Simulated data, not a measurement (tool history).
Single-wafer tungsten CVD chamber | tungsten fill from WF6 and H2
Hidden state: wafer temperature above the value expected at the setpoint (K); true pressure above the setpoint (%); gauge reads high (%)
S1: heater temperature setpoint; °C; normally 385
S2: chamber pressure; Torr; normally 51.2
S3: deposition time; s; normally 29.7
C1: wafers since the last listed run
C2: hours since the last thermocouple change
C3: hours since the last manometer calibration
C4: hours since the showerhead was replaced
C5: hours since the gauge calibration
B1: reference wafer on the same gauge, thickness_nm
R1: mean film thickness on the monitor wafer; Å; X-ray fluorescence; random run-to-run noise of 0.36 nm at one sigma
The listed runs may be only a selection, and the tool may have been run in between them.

run	hour	S1	S2	S3	C1	C2	C3	C4	C5	B1	R1
1	0	385	51.2	29.7	0	539.8	803.5	6978.1	928	65.305	761.87
2	69.5	385	51.2	29.7	1587	609.3	873	7047.6	997.5	65.39	754.34
3	116.2	385	51.2	29.7	1066	656	919.7	7094.3	1044.2	65.344	763.55
4	194.5	385	51.2	29.7	1788	734.3	998	7172.6	1122.5	65.248	760.83
5	263.8	385	51.2	29.7	1582	803.6	1067.3	7241.9	1191.8	65.257	753.36
6	330.2	385	51.2	29.7	1516	870	1133.7	7308.3	1258.2	65.267	749.85
7	383.8	385	51.2	29.7	1224	923.6	1187.3	7361.9	1311.8	65.275	750.55
8	427.4	385	51.2	29.7	995	967.2	1230.9	7405.5	1355.4	65.347	751.82
# hour 450.2: gauge calibrated
# hour 459: capacitance manometer re-zeroed and calibrated
9	661.2	385	51.2	29.7	5156	1201	202.2	7639.3	211	65.32	766.79
10	766.5	385	51.2	29.7	2404	1306.3	307.5	7744.6	316.3	65.323	760.63
11	824.9	385	51.2	29.7	1333	1364.7	365.9	7803	374.7	65.349	766.47
12	873.4	385	59.5	29.7	1107	1413.2	414.4	7851.5	423.2	65.392	786.37
13	933.8	374	51.2	35.6	1379	1473.6	474.8	7911.9	483.6	65.258	753.69
14	1002.7	385	47.4	29.7	1573	1542.5	543.7	7980.8	552.5	65.292	750.82
# hour 1025.2: thermocouple changed; heater temperature recalibrated
15	1055.2	380	44.1	27.3	1016	30	596.2	8033.3	605	65.308	616.17
16	1160.2	385	51.2	29.7	2397	135	701.2	8138.3	710	65.353	760.24
17	1306.4	385	51.2	29.7	3338	281.2	847.4	8284.5	856.2	65.253	759.93
18	1374	398	39.1	31.8	1543	348.8	915	8352.1	923.8	65.344	939.13
19	1412.8	385	51.2	29.7	886	387.6	953.8	8390.9	962.6	65.289	753.18
20	1458.6	385	55.4	29.7	1045	433.4	999.6	8436.7	1008.4	65.317	773.87
21	1524.1	385	58.3	29.7	1495	498.9	1065.1	8502.2	1073.9	65.306	777.75
22	1586.7	375	51.2	32.8	1429	561.5	1127.7	8564.8	1136.5	65.302	695.51
# hour 1638: showerhead replaced
23	1638.5	377	51.2	34.1	1000	613.3	1179.5	0.5	1188.3	65.38	748.41
# hour 1694.5: capacitance manometer re-zeroed and calibrated
24	1706.5	385	51.2	25.1	1370	681.3	12	68.5	1256.3	65.206	648.46
25	1748.9	385	51.2	29.7	968	723.7	54.4	110.9	1298.7	65.211	768.58
# hour 1821.1: gauge calibrated
26	1846.2	372	51.2	29.7	2221	821	151.7	208.2	25.1	65.354	605.91
27	1915.7	395	51.2	29.7	1587	890.5	221.2	277.7	94.6	65.292	903.46
28	1985	392	51.2	29.7	1582	959.8	290.5	347	163.9	65.184	863.5
29	2063	385	59	29.7	1781	1037.8	368.5	425	241.9	65.266	793.06
30	2105.7	385	51.2	29.7	975	1080.5	411.2	467.7	284.6	65.31	765.32
31	2206.8	385	51.2	29.7	2308	1181.6	512.3	568.8	385.7	65.264	762.38
32	2251.1	385	51.2	29.7	1011	1225.9	556.6	613.1	430	65.325	758.05
33	2325.1	385	51.2	25	1689	1299.9	630.6	687.1	504	65.275	638.34
34	2365.2	374	43.4	29.7	915	1340	670.7	727.2	544.1	65.29	602.06

Run-by-run hidden state of the tool:
wafer temperature above the value expected at the setpoint (K): 0, the same for each run
gauge reads high (%): 0, the same for each run
H1: true pressure above the setpoint (%)
run	H1
1	-4.17
2	-4.86
3	-5.36
4	-6.24
5	-7.09
6	-7.95
7	-8.68
8	-9.31
9	-0.786
10	-1.1
11	-1.33
12	-1.56
13	-1.87
14	-2.29
15	-2.64
16	-3.45
17	-4.78
18	-5.49
19	-5.91
20	-6.44
21	-7.24
22	-8.05
23	-8.76
24	0.022
25	0.0054
26	-0.113
27	-0.266
28	-0.475
29	-0.779
30	-0.975
31	-1.53
32	-1.81
33	-2.32
34	-2.63

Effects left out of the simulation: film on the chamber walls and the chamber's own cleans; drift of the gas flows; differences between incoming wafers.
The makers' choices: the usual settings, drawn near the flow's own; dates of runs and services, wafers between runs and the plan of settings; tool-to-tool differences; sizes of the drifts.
